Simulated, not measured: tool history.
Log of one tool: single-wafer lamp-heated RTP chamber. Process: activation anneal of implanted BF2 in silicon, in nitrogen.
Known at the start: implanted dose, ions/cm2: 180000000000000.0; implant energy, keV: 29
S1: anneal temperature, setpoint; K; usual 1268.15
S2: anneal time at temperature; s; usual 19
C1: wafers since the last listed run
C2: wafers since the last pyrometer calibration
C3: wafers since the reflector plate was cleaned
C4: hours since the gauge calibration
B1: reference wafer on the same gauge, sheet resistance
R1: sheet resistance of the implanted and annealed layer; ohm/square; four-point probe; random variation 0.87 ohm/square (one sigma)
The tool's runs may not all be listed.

| run | day | S1 | S2 | C1 | C2 | C3 | C4 | B1 | R1 |
|---|---|---|---|---|---|---|---|---|---|
| 1 | 0.000 | 1268.15 | 19 | 0 | 236 | 12546 | 68.4 | 532.75 | 579.26 |
| 2 | 0.404 | 1268.15 | 19 | 184 | 420 | 12731 | 78.1 | 533.11 | 577.95 |
| 3 | 0.729 | 1280.15 | 19 | 148 | 569 | 12879 | 85.9 | 532.62 | 577.37 |
| 4 | 0.979 | 1268.15 | 12 | 114 | 683 | 12993 | 91.9 | 533.09 | 581.99 |
| 5 | 1.421 | 1268.15 | 19 | 201 | 885 | 13195 | 102.5 | 532.96 | 578.33 |
| 6 | 1.854 | 1268.15 | 19 | 198 | 1083 | 13393 | 112.9 | 533.04 | 577.36 |
|  | 2.396 | reflector plate cleaned |
| 7 | 2.588 | 1268.15 | 19 | 182 | 1266 | 87 | 130.5 | 532.88 | 578.77 |
|  | 3.025 | pyrometer window cleaned and pyrometer calibrated |
| 8 | 3.267 | 1247.15 | 8 | 158 | 110 | 245 | 146.8 | 532.79 | 593.41 |
| 9 | 3.742 | 1268.15 | 19 | 217 | 327 | 462 | 158.2 | 532.95 | 578.97 |
|  | 4.050 | gauge calibrated |
| 10 | 4.700 | 1251.15 | 25 | 438 | 766 | 900 | 15.6 | 533.33 | 584.79 |
| 11 | 5.371 | 1268.15 | 19 | 306 | 1072 | 1207 | 31.7 | 532.84 | 578.29 |
| 12 | 5.758 | 1239.15 | 24 | 177 | 1249 | 1384 | 41.0 | 533.13 | 594.89 |
| 13 | 6.012 | 1281.15 | 19 | 116 | 1366 | 1500 | 47.1 | 532.97 | 575.21 |
| 14 | 6.350 | 1296.15 | 19 | 154 | 1520 | 1654 | 55.2 | 533.18 | 574.15 |
|  | 6.712 | pyrometer window cleaned and pyrometer calibrated |
| 15 | 6.733 | 1268.15 | 16 | 22 | 8 | 1677 | 64.4 | 532.89 | 578.99 |

3 ways to go on from here, each from the tool as it stands after run 15. What would each give?
| A | 6.750 | 1268.15 | 19 | 7 | 16 | 1685 | 64.8 | ? | ? |
| B | 6.750 | 1280.15 | 9 | 7 | 16 | 1685 | 64.8 | ? | ? |
| C | 6.750 | 1242.15 | 30 | 7 | 16 | 1685 | 64.8 | ? | ? |

| run | B1 | R1 |
|---|---|---|
| A | 533.03 | 579.18 |
| B | 533.03 | 580.17 |
| C | 533.03 | 589.19 |
Without the tool's hidden state the same runs would have given:
| run | R1 |
|---|---|
| A | 579.18 |
| B | 580.17 |
| C | 589.19 |

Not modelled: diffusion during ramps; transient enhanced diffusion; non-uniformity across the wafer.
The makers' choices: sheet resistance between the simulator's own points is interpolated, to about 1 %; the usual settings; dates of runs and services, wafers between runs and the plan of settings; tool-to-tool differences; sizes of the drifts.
